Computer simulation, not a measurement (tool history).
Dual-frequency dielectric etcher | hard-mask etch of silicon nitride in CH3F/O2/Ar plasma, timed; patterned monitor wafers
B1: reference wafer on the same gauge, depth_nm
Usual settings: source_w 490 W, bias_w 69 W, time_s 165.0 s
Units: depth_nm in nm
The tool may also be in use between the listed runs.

{"run": 1, "hour": 0.0, "source_w": 490, "bias_w": 69, "time_s": 165.0, "B1": 132.0, "depth_nm": 120.4}
{"run": 2, "hour": 38.7, "source_w": 490, "bias_w": 69, "time_s": 165.0, "B1": 132.0, "depth_nm": 120.8}
{"run": 3, "hour": 66.8, "source_w": 490, "bias_w": 69, "time_s": 165.0, "B1": 132.0, "depth_nm": 122.1}
{"run": 4, "hour": 129.1, "source_w": 490, "bias_w": 69, "time_s": 165.0, "B1": 131.9, "depth_nm": 121.8}
{"hour": 129.1, "done": "gauge calibrated"}
{"run": 5, "hour": 186.8, "source_w": 490, "bias_w": 69, "time_s": 165.0, "B1": 131.9, "depth_nm": 121.5}
{"run": 6, "hour": 235.1, "source_w": 490, "bias_w": 69, "time_s": 165.0, "B1": 132.0, "depth_nm": 122.3}
{"run": 7, "hour": 278.4, "source_w": 490, "bias_w": 69, "time_s": 165.0, "B1": 132.0, "depth_nm": 122.2}
{"run": 8, "hour": 350.1, "source_w": 490, "bias_w": 69, "time_s": 165.0, "B1": 132.0, "depth_nm": 122.7}
{"hour": 406.7, "done": "bias power generator calibrated"}
{"run": 9, "hour": 407.2, "source_w": 490, "bias_w": 69, "time_s": 165.0, "B1": 132.0, "depth_nm": 122.9}
{"run": 10, "hour": 449.1, "source_w": 490, "bias_w": 69, "time_s": 165.0, "B1": 132.0, "depth_nm": 123.5}
{"hour": 512.2, "done": "wet clean of the chamber"}
{"run": 11, "hour": 512.7, "source_w": 490, "bias_w": 69, "time_s": 165.0, "B1": 132.0, "depth_nm": 120.5}
{"run": 12, "hour": 555.1, "source_w": 490, "bias_w": 69, "time_s": 165.0, "B1": 131.9, "depth_nm": 121.2}
{"run": 13, "hour": 592.3, "source_w": 550, "bias_w": 69, "time_s": 165.0, "B1": 132.1, "depth_nm": 126.5}
{"run": 14, "hour": 637.5, "source_w": 490, "bias_w": 69, "time_s": 165.0, "B1": 132.0, "depth_nm": 121.7}
{"hour": 662.6, "done": "upper electrode replaced"}
{"run": 15, "hour": 690.5, "source_w": 530, "bias_w": 69, "time_s": 165.0, "B1": 132.0, "depth_nm": 124.7}
{"run": 16, "hour": 732.3, "source_w": 490, "bias_w": 69, "time_s": 165.0, "B1": 132.0, "depth_nm": 121.3}
{"hour": 786.1, "done": "gauge calibrated"}
{"run": 17, "hour": 801.9, "source_w": 490, "bias_w": 52, "time_s": 197.0, "B1": 132.1, "depth_nm": 127.5}
{"run": 18, "hour": 848.4, "source_w": 580, "bias_w": 69, "time_s": 165.0, "B1": 132.0, "depth_nm": 130.8}
{"run": 19, "hour": 879.6, "source_w": 490, "bias_w": 69, "time_s": 165.0, "B1": 131.9, "depth_nm": 122.5}
{"hour": 946.4, "done": "source power generator calibrated"}
{"hour": 950.5, "done": "wet clean of the chamber"}
{"run": 20, "hour": 951.0, "source_w": 600, "bias_w": 84, "time_s": 197.0, "B1": 131.9, "depth_nm": 170.7}
{"run": 21, "hour": 973.9, "source_w": 490, "bias_w": 69, "time_s": 165.0, "B1": 132.0, "depth_nm": 121.2}
{"run": 22, "hour": 1038.0, "source_w": 420, "bias_w": 62, "time_s": 141.0, "B1": 132.0, "depth_nm": 93.0}
{"run": 23, "hour": 1066.7, "source_w": 410, "bias_w": 78, "time_s": 125.5, "B1": 132.0, "depth_nm": 91.5}
{"run": 24, "hour": 1134.6, "source_w": 580, "bias_w": 63, "time_s": 197.5, "B1": 132.1, "depth_nm": 149.5}
{"run": 25, "hour": 1204.4, "source_w": 490, "bias_w": 77, "time_s": 165.0, "B1": 131.9, "depth_nm": 129.1}
{"run": 26, "hour": 1231.3, "source_w": 490, "bias_w": 64, "time_s": 165.0, "B1": 132.1, "depth_nm": 117.9}

The same runs without the tool's hidden state, with the same run-to-run variation:
The hidden state here: etch rate over this chamber's usual, %; source power that arrives over what is set, %; bias power that arrives over what is set, %; gauge reads high (%).
run=1 depth_nm=120.1
run=2 depth_nm=120.3
run=3 depth_nm=121.5
run=4 depth_nm=120.8
run=5 depth_nm=120.3
run=6 depth_nm=120.8
run=7 depth_nm=120.4
run=8 depth_nm=120.6
run=9 depth_nm=120.5
run=10 depth_nm=120.8
run=11 depth_nm=120.6
run=12 depth_nm=121.1
run=13 depth_nm=126.2
run=14 depth_nm=121.1
run=15 depth_nm=123.8
run=16 depth_nm=120.2
run=17 depth_nm=125.9
run=18 depth_nm=129.0
run=19 depth_nm=120.6
run=20 depth_nm=170.6
run=21 depth_nm=121.0
run=22 depth_nm=92.6
run=23 depth_nm=91.0
run=24 depth_nm=148.2
run=25 depth_nm=127.6
run=26 depth_nm=116.4
